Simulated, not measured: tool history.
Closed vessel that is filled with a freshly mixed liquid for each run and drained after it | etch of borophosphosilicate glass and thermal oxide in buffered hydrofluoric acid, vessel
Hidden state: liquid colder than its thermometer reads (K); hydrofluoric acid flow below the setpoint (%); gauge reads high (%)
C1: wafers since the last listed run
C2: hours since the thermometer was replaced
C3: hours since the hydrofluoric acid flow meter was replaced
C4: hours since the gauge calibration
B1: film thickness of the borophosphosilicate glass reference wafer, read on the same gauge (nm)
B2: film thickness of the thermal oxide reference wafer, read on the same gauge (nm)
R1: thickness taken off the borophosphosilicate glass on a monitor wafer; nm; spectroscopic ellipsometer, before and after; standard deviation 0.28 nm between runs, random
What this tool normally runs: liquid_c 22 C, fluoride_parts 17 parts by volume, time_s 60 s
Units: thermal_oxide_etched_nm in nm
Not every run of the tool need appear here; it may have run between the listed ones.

Run 1, day 0: usual settings; C1 0; C2 2767.1; C3 2229.2; C4 1.8; B1 149.74; B2 129.73. Result: R1 53.04 nm, thermal_oxide_etched_nm 38.02 nm.
Run 2, day 0.688: usual settings but fluoride_parts 15 parts by volume; C1 1984; C2 2783.6; C3 2245.7; C4 18.3; B1 149.74; B2 129.75. Result: R1 60.36 nm, thermal_oxide_etched_nm 43.13 nm.
Run 3, day 1.588: usual settings but fluoride_parts 15 parts by volume; C1 2597; C2 2805.2; C3 2267.3; C4 39.9; B1 149.71; B2 129.78. Result: R1 59.36 nm, thermal_oxide_etched_nm 43.06 nm.
Run 4, day 2.333: usual settings but fluoride_parts 15 parts by volume; C1 2152; C2 2823.1; C3 2285.2; C4 57.8; B1 149.7; B2 129.7. Result: R1 59.11 nm, thermal_oxide_etched_nm 43.2 nm.
Run 5, day 3.583: usual settings; C1 3608; C2 2853.1; C3 2315.2; C4 87.8; B1 149.63; B2 129.66. Result: R1 52.77 nm, thermal_oxide_etched_nm 37.7 nm.
Run 6, day 5.558: usual settings; C1 5700; C2 2900.5; C3 2362.6; C4 135.2; B1 149.5; B2 129.52. Result: R1 52.82 nm, thermal_oxide_etched_nm 37.86 nm.
Run 7, day 6.246: usual settings but fluoride_parts 20 parts by volume, time_s 35 s; C1 1984; C2 2917; C3 2379.1; C4 151.7; B1 149.43; B2 129.59. Result: R1 26.16 nm, thermal_oxide_etched_nm 18.9 nm.
Run 8, day 7.533: usual settings but fluoride_parts 21 parts by volume; C1 3716; C2 2947.9; C3 2410; C4 182.6; B1 149.33; B2 129.41. Result: R1 43.23 nm, thermal_oxide_etched_nm 31.43 nm.
Run 9, day 8.592: usual settings but time_s 45 s; C1 3054; C2 2973.3; C3 2435.4; C4 208; B1 149.18; B2 129.3. Result: R1 39.37 nm, thermal_oxide_etched_nm 28.11 nm.
Run 10, day 9.767: usual settings; C1 3391; C2 3001.5; C3 2463.6; C4 236.2; B1 149.03; B2 129.17. Result: R1 52.58 nm, thermal_oxide_etched_nm 37.98 nm.
Run 11, day 10.788: usual settings but liquid_c 18 C, fluoride_parts 23.5 parts by volume; C1 2946; C2 3026; C3 2488.1; C4 260.7; B1 148.86; B2 128.98. Result: R1 32.13 nm, thermal_oxide_etched_nm 23.11 nm.
Run 12, day 11.288: usual settings but time_s 70 s; C1 1443; C2 3038; C3 2500.1; C4 272.7; B1 148.78; B2 129.02. Result: R1 61.03 nm, thermal_oxide_etched_nm 44.05 nm.
At day 11.767: thermometer replaced.
Run 13, day 11.996: usual settings; C1 1924; C2 5.5; C3 2517.1; C4 289.7; B1 148.66; B2 128.83. Result: R1 51.72 nm, thermal_oxide_etched_nm 37.6 nm.
At day 14.112: hydrofluoric acid flow meter replaced.
Run 14, day 16.35: usual settings but fluoride_parts 11 parts by volume; C1 12447; C2 110; C3 53.7; C4 394.2; B1 147.74; B2 128.07. Result: R1 79.58 nm, thermal_oxide_etched_nm 57.19 nm.
Run 15, day 17.579: usual settings but liquid_c 17.5 C, time_s 50 s; C1 3547; C2 139.5; C3 83.2; C4 423.7; B1 147.42; B2 127.75. Result: R1 33.58 nm, thermal_oxide_etched_nm 24.36 nm.
Run 16, day 18.45: usual settings but liquid_c 19 C; C1 2513; C2 160.4; C3 104.1; C4 444.6; B1 147.21; B2 127.54. Result: R1 43.73 nm, thermal_oxide_etched_nm 31.57 nm.
Run 17, day 19.654: usual settings but time_s 80 s; C1 3475; C2 189.3; C3 133; C4 473.5; B1 146.86; B2 127.31. Result: R1 68.79 nm, thermal_oxide_etched_nm 49.82 nm.
At day 19.746: gauge calibrated.
Run 18, day 20.842: usual settings; C1 3427; C2 217.8; C3 161.5; C4 26.3; B1 149.81; B2 129.85. Result: R1 52.39 nm, thermal_oxide_etched_nm 38.09 nm.
Run 19, day 21.692: usual settings; C1 2453; C2 238.2; C3 181.9; C4 46.7; B1 149.81; B2 129.84. Result: R1 52.7 nm, thermal_oxide_etched_nm 38.32 nm.
Run 20, day 22.225: usual settings but liquid_c 26.5 C, fluoride_parts 23 parts by volume, time_s 35 s; C1 1539; C2 251; C3 194.7; C4 59.5; B1 149.79; B2 129.79. Result: R1 30.4 nm, thermal_oxide_etched_nm 21.87 nm.
Run 21, day 23.479: usual settings but liquid_c 17.5 C, fluoride_parts 14.5 parts by volume, time_s 80 s; C1 3620; C2 281.1; C3 224.8; C4 89.6; B1 149.74; B2 129.79. Result: R1 63.66 nm, thermal_oxide_etched_nm 46.24 nm.

Forecast run 22:
Run 22, day 24.321: usual settings but liquid_c 17 C, fluoride_parts 13 parts by volume, time_s 35 s; C1 2429; C2 301.3; C3 245; C4 109.8; B1 ?; B2 ?. Result: R1 ?, thermal_oxide_etched_nm ?.

B1: 149.67
B2: 129.7
R1: 30.61 nm
thermal_oxide_etched_nm: 21.84 nm
Minus the tool's unlogged condition, the same run would have read R1 30.67 nm, thermal_oxide_etched_nm 21.89 nm.
